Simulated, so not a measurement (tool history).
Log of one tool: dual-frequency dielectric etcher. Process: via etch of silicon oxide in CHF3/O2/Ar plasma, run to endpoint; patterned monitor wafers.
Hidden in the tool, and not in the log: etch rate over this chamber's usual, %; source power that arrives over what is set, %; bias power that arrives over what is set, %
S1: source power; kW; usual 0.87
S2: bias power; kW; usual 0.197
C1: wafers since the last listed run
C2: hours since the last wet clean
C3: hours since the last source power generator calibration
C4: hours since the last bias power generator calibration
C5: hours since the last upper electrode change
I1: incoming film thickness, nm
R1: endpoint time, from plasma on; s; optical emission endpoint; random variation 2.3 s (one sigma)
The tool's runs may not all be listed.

run	hour	S1	S2	C1	C2	C3	C4	C5	I1	R1
1	0	0.87	0.197	0	192.9	1411.9	2034.1	4594	652.2	271.9
2	17.6	1.02	0.197	68	210.5	1429.5	2051.7	4611.6	649.6	250.5
3	45.1	1.02	0.197	107	238	1457	2079.2	4639.1	652.7	257.3
4	60.6	0.71	0.231	60	253.5	1472.5	2094.7	4654.6	651.1	267.3
5	86.2	0.71	0.231	99	279.1	1498.1	2120.3	4680.2	649.5	260
6	105.5	0.87	0.211	75	298.4	1517.4	2139.6	4699.5	656	261.4
7	133.2	0.87	0.211	107	326.1	1545.1	2167.3	4727.2	648.8	253.3
8	150.5	0.87	0.211	67	343.4	1562.4	2184.6	4744.5	650.4	255.1
9	172.3	0.87	0.18	84	365.2	1584.2	2206.4	4766.3	649.7	274.9
# hour 199.5: wet clean of the chamber
10	200	0.87	0.187	14	0.5	1611.9	2234.1	4794	644.6	274.5
11	234.2	0.87	0.187	133	34.7	1646.1	2268.3	4828.2	654.1	275.8
12	250.6	0.87	0.187	63	51.1	1662.5	2284.7	4844.6	652.6	277.1
13	276.4	0.87	0.197	100	76.9	1688.3	2310.5	4870.4	642.4	265.7
# hour 315.9: upper electrode replaced, of another model than before
14	316.4	0.87	0.197	62	116.9	1728.3	2350.5	0.5	648.8	267.4
15	324.3	0.87	0.197	30	124.8	1736.2	2358.4	8.4	656.7	274.4
# hour 354.4: source power generator calibrated
16	359.1	0.67	0.232	119	159.6	4.7	2393.2	43.2	645	243.2
# hour 370.9: bias power generator calibrated
17	390.9	0.87	0.246	108	191.4	36.5	20	75	650.9	224.8
18	422.6	0.87	0.197	123	223.1	68.2	51.7	106.7	648.7	264
19	441.7	0.87	0.246	74	242.2	87.3	70.8	125.8	657.9	227
20	473.5	0.87	0.156	123	274	119.1	102.6	157.6	651.3	326
21	489.4	0.87	0.197	61	289.9	135	118.5	173.5	646.5	259
22	501.8	0.93	0.197	48	302.3	147.4	130.9	185.9	649.8	258
23	524.6	1	0.215	88	325.1	170.2	153.7	208.7	649.2	237
# hour 549.3: wet clean of the chamber
24	549.8	0.72	0.246	4	0.5	195.4	178.9	233.9	649.2	244.6
25	561	0.71	0.154	43	11.7	206.6	190.1	245.1	645	356.3
26	586.2	1.07	0.226	98	36.9	231.8	215.3	270.3	655.5	234.8
27	598.4	0.87	0.219	47	49.1	244	227.5	282.5	646.5	251.6
28	630.1	0.87	0.178	123	80.8	275.7	259.2	314.2	653.3	303.1
29	658.8	0.87	0.197	111	109.5	304.4	287.9	342.9	653.2	273
30	688	0.87	0.197	113	138.7	333.6	317.1	372.1	654	274.8
31	708	1.06	0.197	77	158.7	353.6	337.1	392.1	647.4	256
32	730.4	0.8	0.211	87	181.1	376	359.5	414.5	645.9	256.9
33	782.9	0.87	0.197	204	233.6	428.5	412	467	649.3	266.4
34	818.1	0.87	0.171	137	268.8	463.7	447.2	502.2	652.6	300.5
35	850.8	0.78	0.216	127	301.5	496.4	479.9	534.9	651.6	253.3

Forecast each of these 4 alternatives for the next run:
A	851.3	0.87	0.197	1	302	496.9	480.4	535.4	654.3	?
B	851.3	0.98	0.197	1	302	496.9	480.4	535.4	654.3	?
C	851.3	0.8	0.181	1	302	496.9	480.4	535.4	654.3	?
D	851.3	0.78	0.197	1	302	496.9	480.4	535.4	654.3	?

run	R1
A	266.3
B	259.6
C	291
D	272.4
Without the tool's hidden state the same runs would have given:
run	R1
A	275.9
B	268.9
C	301.5
D	282.1
